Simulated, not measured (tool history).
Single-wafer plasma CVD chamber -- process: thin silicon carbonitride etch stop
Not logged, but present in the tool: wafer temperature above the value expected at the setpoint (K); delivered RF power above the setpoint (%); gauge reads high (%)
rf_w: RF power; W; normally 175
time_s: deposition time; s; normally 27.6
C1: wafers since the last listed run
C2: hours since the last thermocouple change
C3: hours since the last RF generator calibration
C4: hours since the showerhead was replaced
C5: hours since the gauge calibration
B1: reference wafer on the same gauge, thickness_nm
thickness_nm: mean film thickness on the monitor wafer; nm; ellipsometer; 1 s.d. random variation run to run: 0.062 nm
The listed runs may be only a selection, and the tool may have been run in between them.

run 1 hour=0 | rf_w=175 time_s=27.6 | C1=0 C2=1386.3 C3=319.5 C4=6852.6 C5=88.2 | B1=15.799 | thickness_nm=15.061
run 2 hour=85.9 | rf_w=185 time_s=27.6 | C1=1919 C2=1472.2 C3=405.4 C4=6938.5 C5=174.1 | B1=15.8 | thickness_nm=15.207
run 3 hour=135.8 | rf_w=175 time_s=27.6 | C1=1114 C2=1522.1 C3=455.3 C4=6988.4 C5=224 | B1=15.809 | thickness_nm=14.988
run 4 hour=184.9 | rf_w=175 time_s=27.6 | C1=1097 C2=1571.2 C3=504.4 C4=7037.5 C5=273.1 | B1=15.82 | thickness_nm=14.966
run 5 hour=223.1 | rf_w=175 time_s=27.6 | C1=853 C2=1609.4 C3=542.6 C4=7075.7 C5=311.3 | B1=15.816 | thickness_nm=14.892
run 6 hour=275 | rf_w=175 time_s=27.6 | C1=1159 C2=1661.3 C3=594.5 C4=7127.6 C5=363.2 | B1=15.781 | thickness_nm=15.015
run 7 hour=327.9 | rf_w=175 time_s=27.6 | C1=1181 C2=1714.2 C3=647.4 C4=7180.5 C5=416.1 | B1=15.8 | thickness_nm=14.978
run 8 hour=405 | rf_w=175 time_s=27.6 | C1=1722 C2=1791.3 C3=724.5 C4=7257.6 C5=493.2 | B1=15.772 | thickness_nm=15.033
-- hour=436.9 thermocouple changed; heater temperature recalibrated
run 9 hour=466.3 | rf_w=175 time_s=27.6 | C1=1190 C2=29.4 C3=785.8 C4=7318.9 C5=554.5 | B1=15.79 | thickness_nm=14.866
run 10 hour=570.1 | rf_w=175 time_s=27.6 | C1=2319 C2=133.2 C3=889.6 C4=7422.7 C5=658.3 | B1=15.808 | thickness_nm=14.846
run 11 hour=646.1 | rf_w=175 time_s=27.6 | C1=1698 C2=209.2 C3=965.6 C4=7498.7 C5=734.3 | B1=15.8 | thickness_nm=14.761
run 12 hour=696 | rf_w=175 time_s=27.6 | C1=1114 C2=259.1 C3=1015.5 C4=7548.6 C5=784.2 | B1=15.799 | thickness_nm=14.923
run 13 hour=769 | rf_w=175 time_s=27.6 | C1=1631 C2=332.1 C3=1088.5 C4=7621.6 C5=857.2 | B1=15.81 | thickness_nm=14.922
-- hour=785.1 RF generator calibrated
run 14 hour=870.6 | rf_w=175 time_s=27.6 | C1=2091 C2=433.7 C3=85.5 C4=7723.2 C5=958.8 | B1=15.789 | thickness_nm=14.748
run 15 hour=958.2 | rf_w=175 time_s=27.6 | C1=1957 C2=521.3 C3=173.1 C4=7810.8 C5=1046.4 | B1=15.798 | thickness_nm=14.698
-- hour=1000.7 showerhead replaced
run 16 hour=1030.8 | rf_w=175 time_s=27.6 | C1=1443 C2=593.9 C3=245.7 C4=30.1 C5=1119 | B1=15.795 | thickness_nm=14.581
run 17 hour=1170.1 | rf_w=185 time_s=27.6 | C1=3112 C2=733.2 C3=385 C4=169.4 C5=1258.3 | B1=15.78 | thickness_nm=14.897
run 18 hour=1219.4 | rf_w=175 time_s=27.6 | C1=1101 C2=782.5 C3=434.3 C4=218.7 C5=1307.6 | B1=15.81 | thickness_nm=14.657
run 19 hour=1297.8 | rf_w=155 time_s=23.3 | C1=1751 C2=860.9 C3=512.7 C4=297.1 C5=1386 | B1=15.822 | thickness_nm=11.931
run 20 hour=1402.1 | rf_w=175 time_s=27.6 | C1=2330 C2=965.2 C3=617 C4=401.4 C5=1490.3 | B1=15.796 | thickness_nm=14.702
-- hour=1452.2 RF generator calibrated, repeated, since the last time left the tool worse
run 21 hour=1452.7 | rf_w=190 time_s=24.7 | C1=951 C2=1015.8 C3=0.5 C4=452 C5=1540.9 | B1=15.816 | thickness_nm=13.797
run 22 hour=1517.3 | rf_w=175 time_s=27.6 | C1=1443 C2=1080.4 C3=65.1 C4=516.6 C5=1605.5 | B1=15.793 | thickness_nm=15.012
run 23 hour=1623.3 | rf_w=145 time_s=31.1 | C1=2368 C2=1186.4 C3=171.1 C4=622.6 C5=1711.5 | B1=15.789 | thickness_nm=16.124
run 24 hour=1701.6 | rf_w=175 time_s=27.6 | C1=1749 C2=1264.7 C3=249.4 C4=700.9 C5=1789.8 | B1=15.811 | thickness_nm=15.095
run 25 hour=1746.3 | rf_w=175 time_s=24.9 | C1=998 C2=1309.4 C3=294.1 C4=745.6 C5=1834.5 | B1=15.809 | thickness_nm=13.617
run 26 hour=1833.8 | rf_w=160 time_s=27.6 | C1=1954 C2=1396.9 C3=381.6 C4=833.1 C5=1922 | B1=15.795 | thickness_nm=14.678
-- hour=1923.9 gauge calibrated
-- hour=1949 thermocouple changed; heater temperature recalibrated
run 27 hour=2009.8 | rf_w=155 time_s=24.7 | C1=3753 C2=60.8 C3=557.6 C4=1009.1 C5=85.9 | B1=15.772 | thickness_nm=12.961
run 28 hour=2105.1 | rf_w=150 time_s=27.6 | C1=2129 C2=156.1 C3=652.9 C4=1104.4 C5=181.2 | B1=15.785 | thickness_nm=14.378
run 29 hour=2188.2 | rf_w=175 time_s=27.6 | C1=1856 C2=239.2 C3=736 C4=1187.5 C5=264.3 | B1=15.805 | thickness_nm=14.92
run 30 hour=2260.1 | rf_w=145 time_s=31.1 | C1=1606 C2=311.1 C3=807.9 C4=1259.4 C5=336.2 | B1=15.794 | thickness_nm=15.931
run 31 hour=2321.7 | rf_w=145 time_s=23.7 | C1=1376 C2=372.7 C3=869.5 C4=1321 C5=397.8 | B1=15.821 | thickness_nm=12.206
run 32 hour=2362.4 | rf_w=160 time_s=24.2 | C1=909 C2=413.4 C3=910.2 C4=1361.7 C5=438.5 | B1=15.804 | thickness_nm=12.737
run 33 hour=2413.9 | rf_w=140 time_s=23.6 | C1=1150 C2=464.9 C3=961.7 C4=1413.2 C5=490 | B1=15.786 | thickness_nm=11.953
run 34 hour=2494.5 | rf_w=195 time_s=25.7 | C1=1800 C2=545.5 C3=1042.3 C4=1493.8 C5=570.6 | B1=15.798 | thickness_nm=14.325
run 35 hour=2652.2 | rf_w=200 time_s=22.5 | C1=3523 C2=703.2 C3=1200 C4=1651.5 C5=728.3 | B1=15.808 | thickness_nm=12.532
-- hour=2735.2 RF generator calibrated
run 36 hour=2912.8 | rf_w=175 time_s=24.1 | C1=5643 C2=963.8 C3=177.6 C4=1912.1 C5=988.9 | B1=15.803 | thickness_nm=13.09

3 options for the next run, each taken on its own from the tool as it stands now. Forecast them:
run A hour=2913.2 | rf_w=175 time_s=29 | C1=8 C2=964.2 C3=178 C4=1912.5 C5=989.3 | B1=? | thickness_nm=?
run B hour=2913.2 | rf_w=150 time_s=32.1 | C1=8 C2=964.2 C3=178 C4=1912.5 C5=989.3 | B1=? | thickness_nm=?
run C hour=2913.2 | rf_w=205 time_s=31.6 | C1=8 C2=964.2 C3=178 C4=1912.5 C5=989.3 | B1=? | thickness_nm=?

run=A B1=15.805 thickness_nm=15.819
run=B B1=15.805 thickness_nm=16.793
run=C B1=15.805 thickness_nm=18.005
The same runs, with their run-to-run variation unchanged, on a tool lacking any hidden condition would have given:
run=A thickness_nm=15.84
run=B thickness_nm=16.814
run=C thickness_nm=18.029
